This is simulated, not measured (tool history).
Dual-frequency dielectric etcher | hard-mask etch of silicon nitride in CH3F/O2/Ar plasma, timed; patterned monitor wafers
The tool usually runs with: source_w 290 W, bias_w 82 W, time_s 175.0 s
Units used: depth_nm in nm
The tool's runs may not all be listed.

| run | day | source_w | bias_w | time_s | wafers since the last listed run | hours since the last wet clean | hours since the last source power generator calibration | hours since the last bias power generator calibration | hours since the last upper electrode change | hours since the gauge calibration | read-back reference wafer on the same gauge, depth_nm | depth_nm |
|---|---|---|---|---|---|---|---|---|---|---|---|---|
| 1 | 0.000 | 290 | 82 | 175.0 | 0 | 218.9 | 3909.8 | 1603.2 | 3510.4 | 568.4 | 107.1 | 128.2 |
|  | 0.821 | gauge calibrated |
| 2 | 2.458 | 290 | 82 | 175.0 | 372 | 277.9 | 3968.8 | 1662.2 | 3569.4 | 39.3 | 107.0 | 127.9 |
| 3 | 4.092 | 290 | 82 | 175.0 | 247 | 317.1 | 4008.0 | 1701.4 | 3608.6 | 78.5 | 107.0 | 128.3 |
| 4 | 5.804 | 290 | 82 | 175.0 | 259 | 358.2 | 4049.1 | 1742.5 | 3649.7 | 119.6 | 107.0 | 128.3 |
| 5 | 7.783 | 320 | 82 | 175.0 | 300 | 405.7 | 4096.6 | 1790.0 | 3697.2 | 167.1 | 107.0 | 136.3 |
| 6 | 8.962 | 320 | 82 | 175.0 | 178 | 434.0 | 4124.9 | 1818.3 | 3725.5 | 195.4 | 107.0 | 135.2 |
| 7 | 10.646 | 290 | 94 | 175.0 | 255 | 474.4 | 4165.3 | 1858.7 | 3765.9 | 235.8 | 107.0 | 137.3 |
| 8 | 12.754 | 290 | 82 | 175.0 | 319 | 525.0 | 4215.9 | 1909.3 | 3816.5 | 286.4 | 107.0 | 127.7 |
| 9 | 15.542 | 290 | 82 | 175.0 | 422 | 591.9 | 4282.8 | 1976.2 | 3883.4 | 353.3 | 107.0 | 128.2 |
|  | 16.442 | source power generator calibrated |
| 10 | 16.604 | 290 | 82 | 175.0 | 135 | 617.4 | 3.9 | 2001.7 | 3908.9 | 378.8 | 107.0 | 128.8 |
|  | 18.762 | wet clean of the chamber |
| 11 | 18.783 | 290 | 82 | 175.0 | 178 | 0.5 | 56.2 | 2054.0 | 3961.2 | 431.1 | 107.0 | 127.8 |
| 12 | 20.525 | 250 | 88 | 227.0 | 264 | 42.3 | 98.0 | 2095.8 | 4003.0 | 472.9 | 107.0 | 156.2 |
| 13 | 23.179 | 310 | 73 | 127.0 | 402 | 106.0 | 161.7 | 2159.5 | 4066.7 | 536.6 | 106.9 | 92.3 |
|  | 24.017 | bias power generator calibrated |
|  | 25.104 | gauge calibrated |
| 14 | 26.104 | 330 | 67 | 175.0 | 418 | 176.2 | 231.9 | 50.1 | 4136.9 | 24.0 | 107.1 | 125.5 |
| 15 | 27.879 | 290 | 92 | 175.0 | 269 | 218.8 | 274.5 | 92.7 | 4179.5 | 66.6 | 107.0 | 133.1 |
| 16 | 29.875 | 290 | 63 | 175.0 | 302 | 266.7 | 322.4 | 140.6 | 4227.4 | 114.5 | 106.9 | 112.9 |
|  | 32.267 | upper electrode replaced |
| 17 | 32.288 | 290 | 101 | 175.0 | 214 | 324.6 | 380.3 | 198.5 | 0.5 | 172.4 | 107.1 | 138.0 |
|  | 33.475 | bias power generator calibrated, repeated, since the last time left the tool worse |
| 18 | 34.138 | 250 | 89 | 211.0 | 255 | 369.0 | 424.7 | 15.9 | 44.9 | 216.8 | 107.1 | 147.9 |
| 19 | 35.329 | 290 | 82 | 175.0 | 180 | 397.6 | 453.3 | 44.5 | 73.5 | 245.4 | 107.0 | 130.0 |
| 20 | 37.233 | 290 | 82 | 175.0 | 288 | 443.3 | 499.0 | 90.2 | 119.2 | 291.1 | 106.9 | 129.7 |
| 21 | 39.521 | 350 | 97 | 155.5 | 347 | 498.2 | 553.9 | 145.1 | 174.1 | 346.0 | 107.1 | 137.8 |
| 22 | 42.388 | 250 | 94 | 175.0 | 434 | 567.0 | 622.7 | 213.9 | 242.9 | 414.8 | 107.0 | 126.0 |

How the hidden state differs across the entries between the runs, from the last listed run before each to the first after it:
Runs 1 to 2: gauge calibrated (day 0.821)
  bias power that arrives over what is set, %: -3.32 -> -3.35
  measured minus no-state result, depth_nm: -1.9 -> -1.9 nm
Runs 9 to 10: source power generator calibrated (day 16.442)
  bias power that arrives over what is set, %: -3.45 -> -3.46
  measured minus no-state result, depth_nm: -2.0 -> -2.0 nm
Runs 10 to 11: wet clean of the chamber (day 18.762)
  bias power that arrives over what is set, %: -3.46 -> -3.47
  measured minus no-state result, depth_nm: -2.0 -> -2.0 nm
Runs 13 to 14: bias power generator calibrated (day 24.017); gauge calibrated (day 25.104)
  bias power that arrives over what is set, %: -3.49 -> -5.73
  measured minus no-state result, depth_nm: -1.4 -> -3.1 nm
Runs 16 to 17: upper electrode replaced (day 32.267)
  bias power that arrives over what is set, %: -6.16 -> -6.41
  measured minus no-state result, depth_nm: -3.0 -> -4.3 nm
Runs 17 to 18: bias power generator calibrated, repeated, since the last time left the tool worse (day 33.475)
  bias power that arrives over what is set, %: -6.41 -> -0.315
  measured minus no-state result, depth_nm: -4.3 -> -0.2 nm

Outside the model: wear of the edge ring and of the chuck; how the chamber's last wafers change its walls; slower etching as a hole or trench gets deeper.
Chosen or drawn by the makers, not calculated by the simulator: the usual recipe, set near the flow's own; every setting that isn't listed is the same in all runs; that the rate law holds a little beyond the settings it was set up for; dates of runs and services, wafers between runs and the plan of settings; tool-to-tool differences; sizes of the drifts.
